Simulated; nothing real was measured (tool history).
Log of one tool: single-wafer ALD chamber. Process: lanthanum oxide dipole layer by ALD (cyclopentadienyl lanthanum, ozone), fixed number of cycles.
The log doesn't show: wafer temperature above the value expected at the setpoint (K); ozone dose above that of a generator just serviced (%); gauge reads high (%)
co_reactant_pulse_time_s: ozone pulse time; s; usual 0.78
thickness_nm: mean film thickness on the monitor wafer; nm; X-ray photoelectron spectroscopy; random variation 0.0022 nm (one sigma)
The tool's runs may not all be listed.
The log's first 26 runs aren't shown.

run    hour  co_reactant_pulse_time_s  wafers since the last listed run  hours since the last thermocouple change  hours since the last ozone generator service  hours since the showerhead was replaced  hours since the gauge calibration  read-back reference wafer on the same gauge, thickness_nm  thickness_nm
 27  1209.8                      0.88                               475                                     631.2                                         998.3                                    774.5                              598.3                                                      0.407         0.496
 28  1255.5                      0.78                               832                                     676.9                                          1044                                    820.2                                644                                                      0.407         0.465
 29  1306.6                      0.61                               931                                       728                                        1095.1                                    871.3                              695.1                                                      0.407         0.408
     1398.5  -- ozone generator serviced
 30  1422.2                      0.58                              1960                                     843.6                                          23.7                                    986.9                              810.7                                                      0.407         0.391
 31  1446.3                      0.86                               439                                     867.7                                          47.8                                     1011                              834.8                                                      0.405         0.492
 32  1504.6                      0.63                              1062                                       926                                         106.1                                   1069.3                              893.1                                                      0.405         0.414
 33  1546.6                       0.6                               765                                       968                                         148.1                                   1111.3                              935.1                                                      0.404         0.396
 34    1712                      1.03                              3014                                    1133.4                                         313.5                                   1276.7                             1100.5                                                      0.402         0.515

4 ways to go on from here, each from the tool as it stands after run 34. What would each give?
  A  1712.4                      0.78                                 7                                    1133.8                                         313.9                                   1277.1                             1100.9                                                          ?             ?
  B  1712.4                      0.98                                 7                                    1133.8                                         313.9                                   1277.1                             1100.9                                                          ?             ?
  C  1712.4                       0.5                                 7                                    1133.8                                         313.9                                   1277.1                             1100.9                                                          ?             ?
  D  1712.4                      0.66                                 7                                    1133.8                                         313.9                                   1277.1                             1100.9                                                          ?             ?

run  read-back reference wafer on the same gauge, thickness_nm  thickness_nm
  A                                                      0.404         0.459
  B                                                      0.404         0.505
  C                                                      0.404         0.344
  D                                                      0.404         0.419
Without the tool's hidden state the same runs would have given:
run  thickness_nm
  A         0.465
  B         0.512
  C         0.349
  D         0.425
